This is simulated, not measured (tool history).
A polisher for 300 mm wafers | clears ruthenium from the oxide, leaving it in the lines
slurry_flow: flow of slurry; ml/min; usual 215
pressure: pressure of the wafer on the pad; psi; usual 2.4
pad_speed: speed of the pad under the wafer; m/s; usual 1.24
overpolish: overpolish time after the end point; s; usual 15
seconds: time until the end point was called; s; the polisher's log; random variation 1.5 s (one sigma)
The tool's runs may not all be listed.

run,hour,slurry_flow,pressure,pad_speed,overpolish,wafers since the last listed run,wafers polished on this pad,hours since the slurry nozzle was cleaned,hours since the head pressure was calibrated,"incoming thickness of the incoming film, nm",seconds
1,0.0,215,2.4,1.24,15,0,735,302.9,55.4,161.8,75.7
2,96.8,215,2.4,1.24,15,798,1534,399.7,152.2,160.3,75.6
3,168.4,215,2.4,1.24,15,590,2124,471.3,223.8,157.6,73.9
4,208.1,215,2.4,1.24,15,327,2452,511.0,263.5,157.0,72.8
# hour 280.6: slurry nozzle cleaned
5,307.2,215,2.4,1.24,15,809,3261,26.6,362.6,160.0,70.3
6,348.3,215,2.4,1.24,15,339,3600,67.7,403.7,160.8,71.9
7,401.3,265,2.4,1.24,15,437,4037,120.7,456.7,162.2,73.2
# hour 428.4: worn pad replaced by a new one
# hour 494.7: head pressure recalibrated
8,641.0,265,2.4,1.24,15,1927,1736,360.4,146.3,160.9,75.4
9,728.8,215,3.0,1.24,15,724,2461,448.2,234.1,160.3,60.9
10,816.2,215,2.4,1.14,15,720,3182,535.6,321.5,161.3,77.9
# hour 955.0: slurry nozzle cleaned
11,963.9,215,2.4,1.24,15,1210,4392,8.9,469.2,159.0,74.0
12,1014.6,215,2.4,1.24,15,418,4810,59.6,519.9,159.5,72.5
# hour 1041.2: worn pad replaced by a new one
13,1085.0,215,2.4,1.24,15,547,361,130.0,590.3,160.9,74.2
# hour 1104.4: head pressure recalibrated
14,1176.2,215,2.4,1.24,15,735,1097,221.2,71.8,156.6,76.1
15,1252.3,215,2.4,1.24,15,627,1725,297.3,147.9,161.1,78.7
16,1359.9,215,2.4,1.24,9,887,2612,404.9,255.5,160.5,76.2
17,1450.2,215,2.4,1.24,9,744,3357,495.2,345.8,157.3,70.6
18,1534.5,265,2.4,1.08,9,695,4053,579.5,430.1,159.2,78.5
# hour 1556.4: slurry nozzle cleaned
# hour 1586.1: worn pad replaced by a new one
# hour 1591.0: head pressure recalibrated
19,1634.4,215,2.4,0.92,15,766,381,78.0,43.4,160.4,98.7
20,1677.6,215,1.8,1.24,15,356,738,121.2,86.6,158.7,101.9
21,1730.6,215,2.4,1.24,15,437,1175,174.2,139.6,159.7,76.6
22,1824.0,215,2.4,1.12,15,770,1946,267.6,233.0,158.7,79.9
23,1923.1,185,2.4,1.04,18,817,2763,366.7,332.1,158.3,81.3
24,1968.2,215,2.4,1.24,15,372,3135,411.8,377.2,159.6,74.4
25,2067.7,215,2.7,0.84,15,820,3956,511.3,476.7,160.3,85.3
# hour 2127.9: slurry nozzle cleaned
26,2128.9,215,2.4,0.94,22,496,4453,1.0,537.9,159.5,84.6
# hour 2135.0: head pressure recalibrated
# hour 2182.7: worn pad replaced by a new one
27,2233.2,215,2.4,1.24,15,810,416,105.3,98.2,157.5,75.3
28,2289.4,245,1.7,1.10,15,463,880,161.5,154.4,159.4,110.1
29,2355.8,180,2.4,1.24,15,547,1428,227.9,220.8,159.9,74.5
30,2451.6,215,2.4,1.24,15,790,2218,323.7,316.6,159.4,73.8
31,2527.3,215,2.4,1.24,6,624,2842,399.4,392.3,162.3,74.6
32,2626.6,260,3.0,1.50,7,819,3661,498.7,491.6,158.0,49.6
# hour 2649.9: head pressure recalibrated
# hour 2681.8: worn pad replaced by a new one
33,2698.6,285,2.4,1.24,23,544,138,570.7,48.7,160.9,77.4
34,2761.8,215,2.4,1.24,15,521,659,633.9,111.9,160.0,78.8

3 ways to go on from here, each from the tool as it stands after run 34. What would each give?
A,2762.3,215,2.4,1.24,15,4,663,634.4,112.4,158.8,?
B,2762.3,250,3.0,0.92,18,4,663,634.4,112.4,158.8,?
C,2762.3,215,1.9,1.66,11,4,663,634.4,112.4,158.8,?

run,seconds
A,75.2
B,72.6
C,76.3
Without the tool's hidden state the same runs would have given:
run,seconds
A,79.5
B,76.8
C,80.7

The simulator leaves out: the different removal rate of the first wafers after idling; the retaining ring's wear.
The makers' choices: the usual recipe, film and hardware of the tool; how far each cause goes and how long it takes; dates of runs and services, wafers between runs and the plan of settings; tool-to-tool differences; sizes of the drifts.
